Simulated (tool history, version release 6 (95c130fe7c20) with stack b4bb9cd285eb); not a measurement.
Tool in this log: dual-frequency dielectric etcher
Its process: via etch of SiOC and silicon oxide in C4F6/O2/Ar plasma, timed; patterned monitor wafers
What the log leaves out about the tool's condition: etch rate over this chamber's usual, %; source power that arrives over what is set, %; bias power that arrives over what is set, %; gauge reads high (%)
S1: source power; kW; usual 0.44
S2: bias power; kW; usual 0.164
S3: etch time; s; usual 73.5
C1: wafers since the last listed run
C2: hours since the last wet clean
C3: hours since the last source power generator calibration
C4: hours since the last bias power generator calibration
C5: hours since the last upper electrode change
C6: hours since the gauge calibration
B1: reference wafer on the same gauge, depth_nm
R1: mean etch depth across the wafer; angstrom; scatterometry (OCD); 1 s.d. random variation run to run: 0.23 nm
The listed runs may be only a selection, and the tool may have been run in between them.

| run | day | S1 | S2 | S3 | C1 | C2 | C3 | C4 | C5 | C6 | B1 | R1 |
|---|---|---|---|---|---|---|---|---|---|---|---|---|
| 1 | 0 | 0.44 | 0.164 | 73.5 | 0 | 0.5 | 3297.4 | 1977.4 | 5405.3 | 779.8 | 93.2 | 912 |
| 2 | 1.108 | 0.44 | 0.164 | 73.5 | 250 | 27.1 | 3324 | 2004 | 5431.9 | 806.4 | 93.2 | 914 |
| 3 | 3.129 | 0.5 | 0.164 | 73.5 | 457 | 75.6 | 3372.5 | 2052.5 | 5480.4 | 854.9 | 93.1 | 980 |
| 4 | 5.104 | 0.44 | 0.164 | 73.5 | 446 | 123 | 3419.9 | 2099.9 | 5527.8 | 902.3 | 93.2 | 918 |
| 5 | 8.071 | 0.44 | 0.164 | 73.5 | 671 | 194.2 | 3491.1 | 2171.1 | 5599 | 973.5 | 93.2 | 921 |
|  | 10 | bias power generator calibrated |
| 6 | 10.288 | 0.44 | 0.164 | 73.5 | 463 | 247.4 | 3544.3 | 6.9 | 5652.2 | 1026.7 | 93.1 | 916 |
| 7 | 12.367 | 0.44 | 0.193 | 73.5 | 470 | 297.3 | 3594.2 | 56.8 | 5702.1 | 1076.6 | 93.2 | 971 |
| 8 | 14.208 | 0.44 | 0.193 | 73.5 | 416 | 341.5 | 3638.4 | 101 | 5746.3 | 1120.8 | 93.2 | 978 |
| 9 | 16.083 | 0.44 | 0.164 | 73.5 | 424 | 386.5 | 3683.4 | 146 | 5791.3 | 1165.8 | 93.2 | 927 |
|  | 16.8 | gauge calibrated |
|  | 17.4 | wet clean of the chamber |
| 10 | 18.204 | 0.44 | 0.164 | 73.5 | 253 | 19.3 | 3734.3 | 196.9 | 5842.2 | 33.7 | 93.3 | 905 |
| 11 | 19.921 | 0.44 | 0.164 | 73.5 | 388 | 60.5 | 3775.5 | 238.1 | 5883.4 | 74.9 | 93.2 | 908 |
|  | 21.842 | source power generator calibrated |
| 12 | 21.967 | 0.44 | 0.164 | 73.5 | 425 | 109.6 | 3 | 287.2 | 5932.5 | 124 | 93.3 | 913 |
| 13 | 24.617 | 0.44 | 0.164 | 73.5 | 599 | 173.2 | 66.6 | 350.8 | 5996.1 | 187.6 | 93.1 | 914 |
| 14 | 27.567 | 0.37 | 0.129 | 73.5 | 667 | 244 | 137.4 | 421.6 | 6066.9 | 258.4 | 93.3 | 777 |
| 15 | 29.379 | 0.49 | 0.164 | 73.5 | 410 | 287.5 | 180.9 | 465.1 | 6110.4 | 301.9 | 93.2 | 970 |
|  | 31.688 | wet clean of the chamber |
| 16 | 31.771 | 0.44 | 0.128 | 58 | 314 | 2 | 238.3 | 522.5 | 6167.8 | 359.3 | 93.1 | 667 |
| 17 | 33.033 | 0.39 | 0.188 | 73.5 | 285 | 32.3 | 268.6 | 552.8 | 6198.1 | 389.6 | 93.3 | 898 |
|  | 35.817 | upper electrode replaced |
| 18 | 35.842 | 0.35 | 0.164 | 55 | 409 | 99.7 | 336 | 620.2 | 0.6 | 457 | 93.2 | 609 |
| 19 | 37.662 | 0.4 | 0.164 | 89.5 | 412 | 143.4 | 379.7 | 663.9 | 44.3 | 500.7 | 93.2 | 1070 |
| 20 | 40.25 | 0.44 | 0.199 | 73.5 | 585 | 205.5 | 441.8 | 726 | 106.4 | 562.8 | 93.3 | 987 |
| 21 | 41.438 | 0.44 | 0.164 | 73.5 | 268 | 234 | 470.3 | 754.5 | 134.9 | 591.3 | 93.1 | 924 |
| 22 | 43.633 | 0.44 | 0.164 | 73.5 | 496 | 286.7 | 523 | 807.2 | 187.6 | 644 | 93.2 | 932 |
| 23 | 44.746 | 0.49 | 0.195 | 80.5 | 251 | 313.4 | 549.7 | 833.9 | 214.3 | 670.7 | 93.2 | 1140 |
| 24 | 45.883 | 0.35 | 0.149 | 85.5 | 257 | 340.7 | 577 | 861.2 | 241.6 | 698 | 93.3 | 924 |
|  | 47.396 | wet clean of the chamber |
| 25 | 48.312 | 0.44 | 0.144 | 65 | 323 | 22 | 635.3 | 919.5 | 299.9 | 756.3 | 93.2 | 774 |
| 26 | 49.517 | 0.37 | 0.146 | 55.5 | 272 | 50.9 | 664.2 | 948.4 | 328.8 | 785.2 | 93.3 | 604 |
| 27 | 52.333 | 0.39 | 0.187 | 88 | 637 | 118.5 | 731.8 | 1016 | 396.4 | 852.8 | 93.2 | 1079 |
| 28 | 54.517 | 0.44 | 0.144 | 65 | 494 | 170.9 | 784.2 | 1068.4 | 448.8 | 905.2 | 93.3 | 783 |
| 29 | 56.596 | 0.5 | 0.178 | 90 | 470 | 220.8 | 834.1 | 1118.3 | 498.7 | 955.1 | 93.2 | 1243 |
| 30 | 59.517 | 0.44 | 0.129 | 73.5 | 661 | 290.9 | 904.2 | 1188.4 | 568.8 | 1025.2 | 93.1 | 866 |

A few steps of R1 between consecutive runs. Split each: what settings, incoming material and random variation would produce without the hidden state, and what is left over for the hidden state, along with gauge scatter present in only one of the two compared results (measured, and without hidden state):
Run 9 -> 10: gauge calibrated, wet clean of the chamber. R1 -22 angstrom: hidden state -21, all else -1.
Run 15 -> 16: S1 0.49 -> 0.44, S2 0.164 -> 0.128, S3 73.5 -> 58, wet clean of the chamber. R1 -303 angstrom: hidden state -15, all else -288.
Run 18 -> 19: S1 0.35 -> 0.4, S3 55 -> 89.5. R1 +461 angstrom: hidden state +12, all else +449.
Run 24 -> 25: S1 0.35 -> 0.44, S2 0.149 -> 0.144, S3 85.5 -> 65, wet clean of the chamber. R1 -150 angstrom: hidden state -21, all else -129.
Run 26 -> 27: S1 0.37 -> 0.39, S2 0.146 -> 0.187, S3 55.5 -> 88. R1 +475 angstrom: hidden state +14, all else +461.
Run 28 -> 29: S1 0.44 -> 0.5, S2 0.144 -> 0.178, S3 65 -> 90. R1 +460 angstrom: hidden state +15, all else +445.
